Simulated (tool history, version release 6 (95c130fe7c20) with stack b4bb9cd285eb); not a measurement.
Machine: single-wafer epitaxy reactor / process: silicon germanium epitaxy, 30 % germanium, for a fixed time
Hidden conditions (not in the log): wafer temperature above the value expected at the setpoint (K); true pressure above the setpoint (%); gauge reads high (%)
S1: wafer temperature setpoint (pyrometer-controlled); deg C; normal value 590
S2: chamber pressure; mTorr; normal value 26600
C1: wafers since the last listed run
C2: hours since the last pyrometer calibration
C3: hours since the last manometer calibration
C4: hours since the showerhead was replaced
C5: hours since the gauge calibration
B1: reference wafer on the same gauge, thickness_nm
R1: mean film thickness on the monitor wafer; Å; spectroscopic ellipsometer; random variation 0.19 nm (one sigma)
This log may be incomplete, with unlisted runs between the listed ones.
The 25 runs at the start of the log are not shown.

Run 26, hour 1360.4: usual settings but S2 22900 mTorr; C1 344; C2 480.1; C3 174.4; C4 906.9; C5 663.4; B1 52.227. Result: R1 550.69 Å.
Run 27, hour 1414.3: usual settings but S1 595 deg C, S2 21000 mTorr; C1 682; C2 534.0; C3 228.3; C4 960.8; C5 717.3; B1 52.256. Result: R1 584.67 Å.
Run 28, hour 1477.8: usual settings but S1 583 deg C, S2 23700 mTorr; C1 803; C2 597.5; C3 291.8; C4 1024.3; C5 780.8; B1 52.263. Result: R1 483.67 Å.
Run 29, hour 1535.7: usual settings but S1 598 deg C, S2 21600 mTorr; C1 732; C2 655.4; C3 349.7; C4 1082.2; C5 838.7; B1 52.160. Result: R1 622.11 Å.
Run 30, hour 1583.3: usual settings but S1 604 deg C, S2 28900 mTorr; C1 602; C2 703.0; C3 397.3; C4 1129.8; C5 886.3; B1 52.201. Result: R1 741.24 Å.
Run 31, hour 1637.4: usual settings but S1 602 deg C, S2 21300 mTorr; C1 684; C2 757.1; C3 451.4; C4 1183.9; C5 940.4; B1 52.168. Result: R1 665.29 Å.
Run 32, hour 1669.2: usual settings; C1 402; C2 788.9; C3 483.2; C4 1215.7; C5 972.2; B1 52.171. Result: R1 562.87 Å.
Run 33, hour 1723.2: usual settings but S1 577 deg C, S2 21900 mTorr; C1 683; C2 842.9; C3 537.2; C4 1269.7; C5 1026.2; B1 52.232. Result: R1 426.41 Å.
Run 34, hour 1794.8: usual settings but S1 579 deg C, S2 30700 mTorr; C1 906; C2 914.5; C3 608.8; C4 1341.3; C5 1097.8; B1 52.224. Result: R1 476.16 Å.
Run 35, hour 1822.5: usual settings; C1 350; C2 942.2; C3 636.5; C4 1369.0; C5 1125.5; B1 52.192. Result: R1 567.22 Å.

4 ways to go on from here, each from the tool as it stands after run 35. What would each give?
Run A, hour 1822.9: usual settings; C1 5; C2 942.6; C3 636.9; C4 1369.4; C5 1125.9; B1 ?. Result: R1 ?.
Run B, hour 1822.9: usual settings but S1 599 deg C, S2 32100 mTorr; C1 5; C2 942.6; C3 636.9; C4 1369.4; C5 1125.9; B1 ?. Result: R1 ?.
Run C, hour 1822.9: usual settings but S1 581 deg C, S2 33100 mTorr; C1 5; C2 942.6; C3 636.9; C4 1369.4; C5 1125.9; B1 ?. Result: R1 ?.
Run D, hour 1822.9: usual settings but S1 598 deg C, S2 30900 mTorr; C1 5; C2 942.6; C3 636.9; C4 1369.4; C5 1125.9; B1 ?. Result: R1 ?.

run      B1      R1
  A  52.188  563.64
  B  52.188  694.23
  C  52.188  505.14
  D  52.188  675.35
Without the tool's unlogged condition, the same runs would have read:
run      R1
  A  571.74
  B  704.02
  C  512.55
  D  684.89
